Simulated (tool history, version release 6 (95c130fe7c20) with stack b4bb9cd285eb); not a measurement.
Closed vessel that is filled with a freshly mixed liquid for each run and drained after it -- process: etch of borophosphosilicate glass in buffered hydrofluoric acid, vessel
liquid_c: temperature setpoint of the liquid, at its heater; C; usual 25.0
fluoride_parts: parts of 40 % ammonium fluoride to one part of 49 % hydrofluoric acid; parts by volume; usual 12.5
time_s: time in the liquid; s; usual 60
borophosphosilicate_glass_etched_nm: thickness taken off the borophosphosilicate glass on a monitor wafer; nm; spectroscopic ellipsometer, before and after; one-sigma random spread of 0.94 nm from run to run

run	day	liquid_c	fluoride_parts	time_s	read-back film thickness of the borophosphosilicate glass reference wafer, read on the same gauge (nm)	borophosphosilicate_glass_etched_nm
1	0.000	25.0	12.5	60	29.98	103.38
2	4.325	25.0	9.5	60	30.02	133.45
3	9.829	25.0	9.5	60	30.01	135.11
4	12.658	25.0	9.5	60	30.04	135.41
5	16.162	25.0	12.5	60	29.99	105.67
6	18.075	25.0	12.5	60	30.02	104.84
7	21.925	25.0	12.5	60	29.99	106.86
8	34.333	25.0	12.5	60	30.01	110.29
9	37.079	25.0	12.5	60	30.02	110.92
# day 39.446: thermometer replaced
10	41.429	25.0	12.5	60	30.00	98.63
11	45.738	25.0	8.5	60	30.00	140.28
12	48.062	27.5	12.5	60	30.03	113.29
13	49.625	27.5	12.5	60	29.99	113.20
14	52.188	25.0	15.5	60	29.99	82.04
15	54.262	25.0	15.5	60	29.99	82.68
16	57.038	27.5	15.5	40	30.01	63.05
17	60.433	29.0	10.0	30	29.96	77.35
# day 61.179: hydrofluoric acid flow meter replaced
18	62.104	27.0	9.5	60	30.02	146.60
19	65.783	20.5	10.0	75	30.00	125.27
20	68.742	25.0	12.5	60	29.99	103.67
21	70.308	25.0	12.5	60	29.99	104.05

Run 22 has not been measured yet. What should we expect?
22	72.258	23.5	11.0	75	?	?

Run 22 yielded read-back film thickness of the borophosphosilicate glass reference wafer, read on the same gauge (nm) 30.02, borophosphosilicate_glass_etched_nm 136.83 nm.
On a tool with no hidden condition, and with the same random variation, this run would have come out at borophosphosilicate_glass_etched_nm 128.67 nm.
